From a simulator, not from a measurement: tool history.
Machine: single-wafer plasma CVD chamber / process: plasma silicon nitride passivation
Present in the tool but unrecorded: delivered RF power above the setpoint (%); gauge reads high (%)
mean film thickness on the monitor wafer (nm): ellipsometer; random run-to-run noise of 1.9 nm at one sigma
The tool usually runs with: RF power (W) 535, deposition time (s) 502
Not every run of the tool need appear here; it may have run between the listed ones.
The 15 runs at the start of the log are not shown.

run    hour  RF power (W)  deposition time (s)  wafers since the last listed run  hours since the last RF generator calibration  hours since the showerhead was replaced  hours since the gauge calibration  read-back reference wafer on the same gauge, thickness_nm  mean film thickness on the monitor wafer (nm)
     1327.8  -- showerhead replaced, of another model than before
     1521.2  -- gauge calibrated
 16  1524.9           535                  538                              1435                                          573.8                                    197.1                                3.7                                                    639.880                                        836.357
 17  1609.1           535                  502                               394                                          658.0                                    281.3                               87.9                                                    639.589                                        781.540
 18  1693.0           535                  502                               392                                          741.9                                    365.2                              171.8                                                    639.792                                        779.137
 19  1730.6           570                  557                               175                                          779.5                                    402.8                              209.4                                                    639.502                                        875.081
 20  1830.0           575                  459                               465                                          878.9                                    502.2                              308.8                                                    639.951                                        721.239
 21  1869.5           510                  502                               184                                          918.4                                    541.7                              348.3                                                    639.346                                        771.589
 22  1923.2           590                  448                               251                                          972.1                                    595.4                              402.0                                                    639.630                                        706.736
 23  1990.6           510                  563                               315                                         1039.5                                    662.8                              469.4                                                    640.094                                        864.645
 24  2062.1           635                  541                               334                                         1111.0                                    734.3                              540.9                                                    639.675                                        870.755
 25  2126.6           510                  563                               301                                         1175.5                                    798.8                              605.4                                                    639.820                                        868.801
 26  2201.1           450                  585                               348                                         1250.0                                    873.3                              679.9                                                    640.121                                        879.776
 27  2299.2           615                  417                               459                                         1348.1                                    971.4                              778.0                                                    639.569                                        666.238

What does the tool deliver on the next run?
 28  2385.1           450                  561                               402                                         1434.0                                   1057.3                              863.9                                                          ?                                              ?

Logged for run 28: read-back reference wafer on the same gauge, thickness_nm 639.268, mean film thickness on the monitor wafer (nm) 840.159.
With no hidden state in the tool, this same run would have given mean film thickness on the monitor wafer (nm) 847.935.
